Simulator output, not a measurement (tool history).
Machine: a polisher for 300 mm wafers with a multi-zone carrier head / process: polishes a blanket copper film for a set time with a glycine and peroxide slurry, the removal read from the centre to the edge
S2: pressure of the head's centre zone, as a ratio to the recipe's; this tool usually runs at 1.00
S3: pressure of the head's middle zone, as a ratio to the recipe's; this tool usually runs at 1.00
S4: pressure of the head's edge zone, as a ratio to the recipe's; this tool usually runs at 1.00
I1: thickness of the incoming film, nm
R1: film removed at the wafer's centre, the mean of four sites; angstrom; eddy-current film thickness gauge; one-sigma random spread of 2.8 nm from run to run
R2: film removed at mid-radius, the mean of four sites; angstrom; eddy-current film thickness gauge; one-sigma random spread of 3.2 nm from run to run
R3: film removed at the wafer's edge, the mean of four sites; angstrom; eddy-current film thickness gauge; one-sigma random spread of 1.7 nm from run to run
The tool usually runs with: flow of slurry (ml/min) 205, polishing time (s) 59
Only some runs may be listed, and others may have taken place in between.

run 1 hour=0.0 | flow_of_slurry_(ml/min)=175 S2=0.90 S3=1.00 S4=1.00 polishing_time_(s)=59 | I1=1611.9 | R1=2147 R2=2335 R3=2428
run 2 hour=12.3 | flow_of_slurry_(ml/min)=205 S2=1.00 S3=1.00 S4=1.00 polishing_time_(s)=59 | I1=1615.7 | R1=2433 R2=2466 R3=2518
run 3 hour=29.2 | flow_of_slurry_(ml/min)=255 S2=1.05 S3=1.00 S4=0.88 polishing_time_(s)=59 | I1=1613.8 | R1=2764 R2=2586 R3=2490
-- hour=49.4 slurry nozzle cleaned
run 4 hour=58.8 | flow_of_slurry_(ml/min)=205 S2=1.04 S3=1.00 S4=1.00 polishing_time_(s)=59 | I1=1566.5 | R1=2825 R2=2684 R3=2653
run 5 hour=94.0 | flow_of_slurry_(ml/min)=265 S2=1.05 S3=1.03 S4=0.90 polishing_time_(s)=59 | I1=1619.2 | R1=2990 R2=2771 R3=2630
run 6 hour=109.9 | flow_of_slurry_(ml/min)=205 S2=0.96 S3=1.11 S4=1.00 polishing_time_(s)=46 | I1=1606.9 | R1=2083 R2=2153 R3=2056
-- hour=129.9 worn pad replaced by a new one
run 7 hour=137.0 | flow_of_slurry_(ml/min)=205 S2=1.00 S3=1.00 S4=1.00 polishing_time_(s)=59 | I1=1616.5 | R1=2728 R2=2635 R3=2648
run 8 hour=168.9 | flow_of_slurry_(ml/min)=205 S2=0.90 S3=1.12 S4=0.88 polishing_time_(s)=59 | I1=1566.6 | R1=2452 R2=2781 R3=2534
run 9 hour=182.0 | flow_of_slurry_(ml/min)=205 S2=1.00 S3=1.00 S4=1.00 polishing_time_(s)=59 | I1=1600.0 | R1=2731 R2=2595 R3=2626
run 10 hour=212.2 | flow_of_slurry_(ml/min)=205 S2=1.00 S3=1.00 S4=1.00 polishing_time_(s)=78 | I1=1618.0 | R1=3615 R2=3315 R3=3443
run 11 hour=224.4 | flow_of_slurry_(ml/min)=205 S2=0.89 S3=1.00 S4=1.00 polishing_time_(s)=50 | I1=1602.5 | R1=2097 R2=2198 R3=2198
run 12 hour=258.1 | flow_of_slurry_(ml/min)=175 S2=1.09 S3=1.00 S4=1.00 polishing_time_(s)=51 | I1=1610.7 | R1=2415 R2=2099 R3=2161
run 13 hour=275.5 | flow_of_slurry_(ml/min)=140 S2=1.07 S3=0.95 S4=1.00 polishing_time_(s)=59 | I1=1622.7 | R1=2527 R2=2214 R3=2435
run 14 hour=304.4 | flow_of_slurry_(ml/min)=205 S2=1.00 S3=0.91 S4=1.00 polishing_time_(s)=59 | I1=1577.0 | R1=2625 R2=2421 R3=2550
-- hour=315.8 edge zone pressure recalibrated
run 15 hour=339.9 | flow_of_slurry_(ml/min)=205 S2=1.00 S3=1.00 S4=1.00 polishing_time_(s)=59 | I1=1572.5 | R1=2585 R2=2512 R3=2524
-- hour=361.1 worn pad replaced by a new one
run 16 hour=367.9 | flow_of_slurry_(ml/min)=205 S2=0.94 S3=1.00 S4=1.00 polishing_time_(s)=59 | I1=1588.5 | R1=2433 R2=2445 R3=2528
run 17 hour=391.6 | flow_of_slurry_(ml/min)=205 S2=0.96 S3=1.00 S4=1.00 polishing_time_(s)=59 | I1=1565.9 | R1=2471 R2=2512 R3=2517
run 18 hour=424.1 | flow_of_slurry_(ml/min)=235 S2=1.00 S3=1.08 S4=1.00 polishing_time_(s)=52 | I1=1569.4 | R1=2335 R2=2302 R3=2246
run 19 hour=447.0 | flow_of_slurry_(ml/min)=205 S2=1.00 S3=1.00 S4=1.00 polishing_time_(s)=59 | I1=1584.3 | R1=2532 R2=2411 R3=2485
-- hour=454.9 centre zone pressure recalibrated
run 20 hour=476.4 | flow_of_slurry_(ml/min)=205 S2=1.00 S3=1.11 S4=1.00 polishing_time_(s)=59 | I1=1582.6 | R1=2315 R2=2507 R3=2444
run 21 hour=494.8 | flow_of_slurry_(ml/min)=205 S2=1.00 S3=1.08 S4=1.00 polishing_time_(s)=59 | I1=1614.1 | R1=2283 R2=2453 R3=2417

What if the next run were any one of these 5? Each begins from the tool's condition after run 21:
run A hour=495.2 | flow_of_slurry_(ml/min)=205 S2=1.00 S3=1.00 S4=1.00 polishing_time_(s)=59 | I1=1619.5 | R1=? R2=? R3=?
run B hour=495.2 | flow_of_slurry_(ml/min)=205 S2=1.00 S3=1.10 S4=1.00 polishing_time_(s)=59 | I1=1619.5 | R1=? R2=? R3=?
run C hour=495.2 | flow_of_slurry_(ml/min)=205 S2=1.00 S3=1.00 S4=1.00 polishing_time_(s)=51 | I1=1619.5 | R1=? R2=? R3=?
run D hour=495.2 | flow_of_slurry_(ml/min)=235 S2=1.00 S3=1.12 S4=1.00 polishing_time_(s)=59 | I1=1619.5 | R1=? R2=? R3=?
run E hour=495.2 | flow_of_slurry_(ml/min)=230 S2=1.00 S3=1.00 S4=0.94 polishing_time_(s)=79 | I1=1619.5 | R1=? R2=? R3=?

run=A R1=2293 R2=2302 R3=2444
run=B R1=2294 R2=2421 R3=2442
run=C R1=1983 R2=1990 R3=2113
run=D R1=2400 R2=2541 R3=2507
run=E R1=3191 R2=3187 R3=3285
With no hidden state in the tool, these same runs would have given:
run=A R1=2626 R2=2666 R3=2711
run=B R1=2627 R2=2803 R3=2708
run=C R1=2270 R2=2305 R3=2343
run=D R1=2685 R2=2886 R3=2747
run=E R1=3582 R2=3630 R3=3606

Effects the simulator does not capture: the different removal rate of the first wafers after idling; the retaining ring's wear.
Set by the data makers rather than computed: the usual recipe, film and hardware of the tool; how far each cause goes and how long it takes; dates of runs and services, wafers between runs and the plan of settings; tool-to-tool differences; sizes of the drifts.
